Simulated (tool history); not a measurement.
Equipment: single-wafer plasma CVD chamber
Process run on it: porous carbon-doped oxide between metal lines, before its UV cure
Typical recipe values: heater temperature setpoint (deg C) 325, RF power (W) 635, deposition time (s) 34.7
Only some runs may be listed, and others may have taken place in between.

run,hour,heater temperature setpoint (deg C),RF power (W),deposition time (s),wafers since the last listed run,hours since the last thermocouple change,hours since the last RF generator calibration,hours since the showerhead was replaced,hours since the gauge calibration,"read-back reference wafer on the same gauge, thickness_nm",mean film thickness on the monitor wafer (nm)
1,0.0,325,635,31.0,0,393.2,2287.6,3382.3,148.7,223.805,156.285
2,104.4,325,635,31.0,1353,497.6,2392.0,3486.7,253.1,224.303,156.203
3,208.3,325,635,31.0,1346,601.5,2495.9,3590.6,357.0,223.967,155.384
4,266.8,325,635,30.4,758,660.0,2554.4,3649.1,415.5,224.395,152.979
5,362.2,325,635,30.4,1236,755.4,2649.8,3744.5,510.9,223.815,151.983
6,421.2,325,690,34.7,764,814.4,2708.8,3803.5,569.9,223.879,184.417
# hour 481.7: RF generator calibrated
7,511.9,325,690,34.7,1072,905.1,30.2,3894.2,660.6,223.634,200.867
# hour 628.1: thermocouple changed; heater temperature recalibrated
8,815.4,325,635,34.7,3830,187.3,333.7,4197.7,964.1,223.964,185.260
# hour 859.7: showerhead replaced
9,867.3,314,550,38.7,569,239.2,385.6,7.6,1016.0,223.923,192.983
10,929.6,334,635,40.0,807,301.5,447.9,69.9,1078.3,224.308,200.037
11,991.6,333,520,36.9,803,363.5,509.9,131.9,1140.3,223.780,155.308
# hour 1006.8: gauge calibrated
12,1069.1,320,585,39.0,1004,441.0,587.4,209.4,62.3,224.287,197.618
13,1134.5,316,565,31.5,847,506.4,652.8,274.8,127.7,223.823,158.852
14,1213.7,340,635,34.7,1026,585.6,732.0,354.0,206.9,224.422,169.237
15,1255.4,325,635,34.7,540,627.3,773.7,395.7,248.6,223.955,183.127
16,1330.7,321,635,30.6,976,702.6,849.0,471.0,323.9,223.993,164.540

3 ways to go on from here, each from the tool as it stands after run 16. What would each give?
A,1331.1,336,635,34.7,5,703.0,849.4,471.4,324.3,?,?
B,1331.1,338,690,41.1,5,703.0,849.4,471.4,324.3,?,?
C,1331.1,325,635,32.3,5,703.0,849.4,471.4,324.3,?,?

run,"read-back reference wafer on the same gauge, thickness_nm",mean film thickness on the monitor wafer (nm)
A,224.019,171.852
B,224.019,215.277
C,224.019,170.011
Stripped of hidden state, with their random variation kept, the same runs would have yielded:
run,mean film thickness on the monitor wafer (nm)
A,175.763
B,220.089
C,173.782
